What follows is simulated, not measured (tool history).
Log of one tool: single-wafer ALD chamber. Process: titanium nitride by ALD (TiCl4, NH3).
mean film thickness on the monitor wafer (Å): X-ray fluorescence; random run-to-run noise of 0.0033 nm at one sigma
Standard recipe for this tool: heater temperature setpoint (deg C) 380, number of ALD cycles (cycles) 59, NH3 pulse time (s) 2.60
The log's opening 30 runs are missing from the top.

| run | hour | heater temperature setpoint (deg C) | number of ALD cycles (cycles) | NH3 pulse time (s) | read-back reference wafer on the same gauge, thickness_nm | mean film thickness on the monitor wafer (Å) |
|---|---|---|---|---|---|---|
| 31 | 831.5 | 380 | 55 | 1.82 | 1.460 | 11.89 |
| 32 | 848.2 | 380 | 48 | 3.04 | 1.460 | 10.86 |
| 33 | 875.2 | 371 | 59 | 2.60 | 1.461 | 13.07 |
| 34 | 902.0 | 391 | 53 | 2.34 | 1.460 | 11.91 |
| 35 | 914.8 | 380 | 59 | 2.60 | 1.460 | 13.20 |
| 36 | 928.4 | 376 | 64 | 2.60 | 1.460 | 14.27 |
| 37 | 949.9 | 366 | 59 | 2.60 | 1.460 | 12.94 |
| 38 | 975.9 | 375 | 55 | 1.67 | 1.460 | 11.68 |
| 39 | 1009.8 | 374 | 70 | 2.60 | 1.460 | 15.59 |
| 40 | 1045.4 | 374 | 59 | 3.14 | 1.460 | 13.25 |
| 41 | 1119.9 | 380 | 68 | 2.60 | 1.459 | 15.20 |

Here are 3 independent what-if runs from the current tool condition. What would each one return?
| A | 1120.4 | 380 | 59 | 2.60 | ? | ? |
| B | 1120.4 | 387 | 59 | 3.10 | ? | ? |
| C | 1120.4 | 380 | 59 | 3.19 | ? | ? |

| run | read-back reference wafer on the same gauge, thickness_nm | mean film thickness on the monitor wafer (Å) |
|---|---|---|
| A | 1.461 | 13.21 |
| B | 1.461 | 13.42 |
| C | 1.461 | 13.39 |
Without the tool's unlogged condition, the same runs would have read:
| run | mean film thickness on the monitor wafer (Å) |
|---|---|
| A | 13.21 |
| B | 13.42 |
| C | 13.39 |

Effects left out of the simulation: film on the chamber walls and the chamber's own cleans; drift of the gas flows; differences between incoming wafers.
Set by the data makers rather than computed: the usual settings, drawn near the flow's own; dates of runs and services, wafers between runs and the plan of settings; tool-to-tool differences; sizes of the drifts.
